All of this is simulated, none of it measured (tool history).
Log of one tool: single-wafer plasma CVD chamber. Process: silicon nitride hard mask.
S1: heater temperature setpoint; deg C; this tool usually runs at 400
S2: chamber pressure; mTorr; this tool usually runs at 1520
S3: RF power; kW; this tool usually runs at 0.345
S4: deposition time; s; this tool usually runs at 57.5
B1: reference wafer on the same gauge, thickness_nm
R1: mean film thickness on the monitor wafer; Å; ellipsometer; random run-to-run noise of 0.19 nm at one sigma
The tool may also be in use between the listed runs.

Run 1, day 0: usual settings but S3 0.3 kW; B1 62.34. Result: R1 622.11 Å.
Run 2, day 4.321: usual settings; B1 62.293. Result: R1 691.9 Å.
Run 3, day 7.329: usual settings; B1 62.317. Result: R1 692.22 Å.
Run 4, day 10.525: usual settings; B1 62.366. Result: R1 691.07 Å.
Run 5, day 14.542: usual settings; B1 62.363. Result: R1 691.93 Å.
Run 6, day 16.958: usual settings; B1 62.271. Result: R1 692.89 Å.
Run 7, day 21.388: usual settings; B1 62.34. Result: R1 698.08 Å.
Run 8, day 22.925: usual settings but S2 1830 mTorr; B1 62.303. Result: R1 737.95 Å.
Run 9, day 26.829: usual settings but S1 395 deg C; B1 62.282. Result: R1 701.25 Å.
At day 27.883: thermocouple changed; heater temperature recalibrated.
Run 10, day 30.712: usual settings but S3 0.295 kW; B1 62.241. Result: R1 612.75 Å.
Run 11, day 32.633: usual settings; B1 62.347. Result: R1 699.06 Å.
Run 12, day 35.788: usual settings; B1 62.314. Result: R1 697.92 Å.
At day 42.071: capacitance manometer re-zeroed and calibrated.
At day 44.496: RF generator calibrated.
Run 13, day 45.667: usual settings but S1 389 deg C, S4 64.8 s; B1 62.327. Result: R1 785.37 Å.
Run 14, day 49: usual settings but S2 1870 mTorr, S3 0.41 kW, S4 51.8 s; B1 62.306. Result: R1 753.98 Å.
Run 15, day 51.367: usual settings but S4 60.9 s; B1 62.303. Result: R1 733.2 Å.
At day 55.5: gauge calibrated.
Run 16, day 58.067: usual settings but S2 1770 mTorr, S3 0.405 kW, S4 67.6 s; B1 62.288. Result: R1 962 Å.
Run 17, day 61.438: usual settings; B1 62.29. Result: R1 691.46 Å.

Forecast run 18:
Run 18, day 65.275: usual settings but S1 389 deg C, S4 64.8 s; B1 ?. Result: R1 ?.

{"run 18": {"B1": 62.333, "R1": 787.15}}
With no hidden state in the tool, this same run would have given R1 782.65 Å.
